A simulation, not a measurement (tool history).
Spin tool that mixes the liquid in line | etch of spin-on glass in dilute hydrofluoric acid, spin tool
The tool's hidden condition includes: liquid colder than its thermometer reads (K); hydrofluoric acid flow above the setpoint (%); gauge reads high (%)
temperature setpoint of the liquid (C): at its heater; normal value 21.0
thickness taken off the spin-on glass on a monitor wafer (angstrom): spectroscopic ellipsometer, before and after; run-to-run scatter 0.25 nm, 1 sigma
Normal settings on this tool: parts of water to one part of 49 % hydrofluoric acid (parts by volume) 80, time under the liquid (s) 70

run	hour	temperature setpoint of the liquid (C)	parts of water to one part of 49 % hydrofluoric acid (parts by volume)	time under the liquid (s)	wafers since the last listed run	hours since the thermometer was replaced	hours since the hydrofluoric acid flow meter was replaced	hours since the gauge calibration	read-back film thickness of the spin-on glass reference wafer, read on the same gauge (nm)	thickness taken off the spin-on glass on a monitor wafer (angstrom)
1	0.0	21.0	80	70	0	2027.9	2112.7	360.6	109.99	527.8
2	14.2	22.5	80	70	144	2042.1	2126.9	374.8	110.00	554.4
3	27.5	21.0	80	70	135	2055.4	2140.2	388.1	110.00	524.1
4	37.1	21.0	80	70	97	2065.0	2149.8	397.7	110.00	523.2
5	52.4	21.0	80	70	155	2080.3	2165.1	413.0	109.99	527.8
6	69.6	18.5	80	70	174	2097.5	2182.3	430.2	110.01	471.6
7	82.0	22.0	80	60	125	2109.9	2194.7	442.6	110.00	466.9
8	96.5	22.0	80	60	147	2124.4	2209.2	457.1	110.00	465.3
9	109.0	22.0	80	60	126	2136.9	2221.7	469.6	110.00	465.9
10	126.1	21.0	80	70	173	2154.0	2238.8	486.7	109.99	518.6
# hour 134.2: thermometer replaced
# hour 140.4: gauge calibrated
11	147.5	21.0	80	70	207	13.3	2260.2	7.1	110.00	495.1
12	155.2	21.0	80	70	78	21.0	2267.9	14.8	110.00	492.3
13	167.3	24.0	80	45	122	33.1	2280.0	26.9	109.98	355.9
14	174.1	24.0	80	45	69	39.9	2286.8	33.7	110.00	357.2
15	183.7	21.0	80	70	97	49.5	2296.4	43.3	110.00	494.0
16	190.5	21.0	80	70	69	56.3	2303.2	50.1	110.02	491.3
17	205.5	21.0	80	95	152	71.3	2318.2	65.1	110.02	659.6
# hour 207.5: hydrofluoric acid flow meter replaced
18	216.1	21.0	40	70	97	81.9	8.6	75.7	110.00	1030.8
# hour 225.4: thermometer replaced, repeated, since the last time left the tool worse
19	229.8	19.5	60	50	128	4.4	22.3	89.4	109.99	514.6
20	238.2	21.0	80	70	85	12.8	30.7	97.8	109.99	561.7
21	247.9	21.0	80	35	98	22.5	40.4	107.5	110.00	279.7
22	263.6	21.0	80	70	159	38.2	56.1	123.2	110.00	559.7
23	278.7	21.0	115	50	153	53.3	71.2	138.3	110.02	267.0
24	295.3	24.5	95	105	168	69.9	87.8	154.9	109.99	804.9
25	312.9	21.0	110	70	178	87.5	105.4	172.5	110.02	394.4
26	320.8	21.0	80	70	80	95.4	113.3	180.4	110.03	559.7
27	337.6	25.5	115	100	170	112.2	130.1	197.2	110.01	635.4
28	348.4	21.0	115	55	109	123.0	140.9	208.0	110.00	294.4
29	360.1	21.0	45	70	118	134.7	152.6	219.7	110.01	1040.2
30	370.8	21.0	80	70	108	145.4	163.3	230.4	110.01	559.5
31	386.8	17.0	80	105	162	161.4	179.3	246.4	109.99	705.6
32	399.9	19.5	120	105	132	174.5	192.4	259.5	109.99	505.2
33	411.9	23.0	80	70	121	186.5	204.4	271.5	109.99	607.2

What if the next run were any one of these 3? Each begins from the tool's condition after run 33:
A	412.3	21.0	80	70	4	186.9	204.8	271.9	?	?
B	412.3	23.5	80	70	4	186.9	204.8	271.9	?	?
C	412.3	19.0	55	70	4	186.9	204.8	271.9	?	?

run	read-back film thickness of the spin-on glass reference wafer, read on the same gauge (nm)	thickness taken off the spin-on glass on a monitor wafer (angstrom)
A	109.98	556.4
B	109.98	616.2
C	109.98	766.1
With no hidden state in the tool, these same runs would have given:
run	thickness taken off the spin-on glass on a monitor wafer (angstrom)
A	559.8
B	620.0
C	771.0

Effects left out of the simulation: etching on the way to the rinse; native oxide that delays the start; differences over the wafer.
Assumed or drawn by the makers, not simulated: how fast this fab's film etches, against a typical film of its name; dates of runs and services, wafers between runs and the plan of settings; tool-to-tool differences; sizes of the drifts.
